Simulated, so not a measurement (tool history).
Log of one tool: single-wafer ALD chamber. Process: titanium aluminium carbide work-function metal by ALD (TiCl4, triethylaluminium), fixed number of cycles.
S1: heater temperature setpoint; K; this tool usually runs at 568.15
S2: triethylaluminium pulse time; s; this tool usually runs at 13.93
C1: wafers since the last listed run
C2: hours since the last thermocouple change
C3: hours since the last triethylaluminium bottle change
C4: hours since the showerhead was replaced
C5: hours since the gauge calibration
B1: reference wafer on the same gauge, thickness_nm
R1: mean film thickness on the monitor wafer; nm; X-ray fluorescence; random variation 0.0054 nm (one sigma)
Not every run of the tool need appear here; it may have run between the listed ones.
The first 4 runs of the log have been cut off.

run 5 day=1.642 | S1=572.15 S2=13.93 | C1=60 C2=1403.2 C3=1105.9 C4=7396.0 C5=389.8 | B1=2.259 | R1=2.049
run 6 day=1.900 | S1=572.15 S2=13.93 | C1=48 C2=1409.4 C3=1112.1 C4=7402.2 C5=396.0 | B1=2.261 | R1=2.064
run 7 day=2.604 | S1=572.15 S2=13.93 | C1=133 C2=1426.3 C3=1129.0 C4=7419.1 C5=412.9 | B1=2.259 | R1=2.041
run 8 day=3.046 | S1=568.15 S2=13.93 | C1=83 C2=1436.9 C3=1139.6 C4=7429.7 C5=423.5 | B1=2.260 | R1=1.985
run 9 day=3.667 | S1=560.15 S2=13.93 | C1=117 C2=1451.8 C3=1154.5 C4=7444.6 C5=438.4 | B1=2.260 | R1=1.901
-- day=4.146 gauge calibrated
run 10 day=4.283 | S1=556.15 S2=17.69 | C1=116 C2=1466.6 C3=1169.3 C4=7459.4 C5=3.3 | B1=2.261 | R1=1.984
run 11 day=4.942 | S1=556.15 S2=17.69 | C1=124 C2=1482.4 C3=1185.1 C4=7475.2 C5=19.1 | B1=2.261 | R1=1.976
run 12 day=5.304 | S1=568.15 S2=18.12 | C1=68 C2=1491.1 C3=1193.8 C4=7483.9 C5=27.8 | B1=2.259 | R1=2.116
-- day=5.708 triethylaluminium bottle replaced
run 13 day=5.758 | S1=568.15 S2=13.93 | C1=22 C2=1502.0 C3=1.2 C4=7494.8 C5=38.7 | B1=2.261 | R1=2.181
run 14 day=6.183 | S1=568.15 S2=13.93 | C1=80 C2=1512.2 C3=11.4 C4=7505.0 C5=48.9 | B1=2.260 | R1=2.190
run 15 day=6.538 | S1=561.15 S2=19.29 | C1=67 C2=1520.7 C3=19.9 C4=7513.5 C5=57.4 | B1=2.260 | R1=2.133
run 16 day=6.933 | S1=568.15 S2=13.93 | C1=75 C2=1530.2 C3=29.4 C4=7523.0 C5=66.9 | B1=2.260 | R1=2.185
run 17 day=7.258 | S1=554.15 S2=11.53 | C1=61 C2=1538.0 C3=37.2 C4=7530.8 C5=74.7 | B1=2.259 | R1=1.975
run 18 day=7.829 | S1=568.15 S2=13.93 | C1=108 C2=1551.7 C3=50.9 C4=7544.5 C5=88.4 | B1=2.260 | R1=2.180
-- day=8.196 showerhead replaced
run 19 day=8.517 | S1=568.15 S2=18.29 | C1=67 C2=1568.2 C3=67.4 C4=7.7 C5=104.9 | B1=2.259 | R1=2.203
run 20 day=8.925 | S1=576.15 S2=16.51 | C1=77 C2=1578.0 C3=77.2 C4=17.5 C5=114.7 | B1=2.260 | R1=2.290
run 21 day=9.467 | S1=554.15 S2=16.63 | C1=102 C2=1591.0 C3=90.2 C4=30.5 C5=127.7 | B1=2.259 | R1=2.049
run 22 day=10.054 | S1=557.15 S2=17.40 | C1=111 C2=1605.1 C3=104.3 C4=44.6 C5=141.8 | B1=2.260 | R1=2.094
run 23 day=10.771 | S1=568.15 S2=13.93 | C1=135 C2=1622.3 C3=121.5 C4=61.8 C5=159.0 | B1=2.261 | R1=2.182
-- day=11.183 thermocouple changed; heater temperature recalibrated
run 24 day=11.250 | S1=576.15 S2=18.56 | C1=27 C2=1.6 C3=133.0 C4=73.3 C5=170.5 | B1=2.259 | R1=2.249
run 25 day=11.750 | S1=568.15 S2=13.93 | C1=94 C2=13.6 C3=145.0 C4=85.3 C5=182.5 | B1=2.259 | R1=2.139
run 26 day=12.267 | S1=580.15 S2=17.24 | C1=97 C2=26.0 C3=157.4 C4=97.7 C5=194.9 | B1=2.260 | R1=2.282
run 27 day=12.942 | S1=568.15 S2=13.93 | C1=127 C2=42.2 C3=173.6 C4=113.9 C5=211.1 | B1=2.261 | R1=2.138

Expected results for the next run?
run 28 day=13.338 | S1=568.15 S2=13.93 | C1=75 C2=51.7 C3=183.1 C4=123.4 C5=220.6 | B1=? | R1=?

Run 28 yielded B1 2.262, R1 2.130 nm.
The same run, on a tool lacking any hidden state, would have yielded R1 2.139 nm.
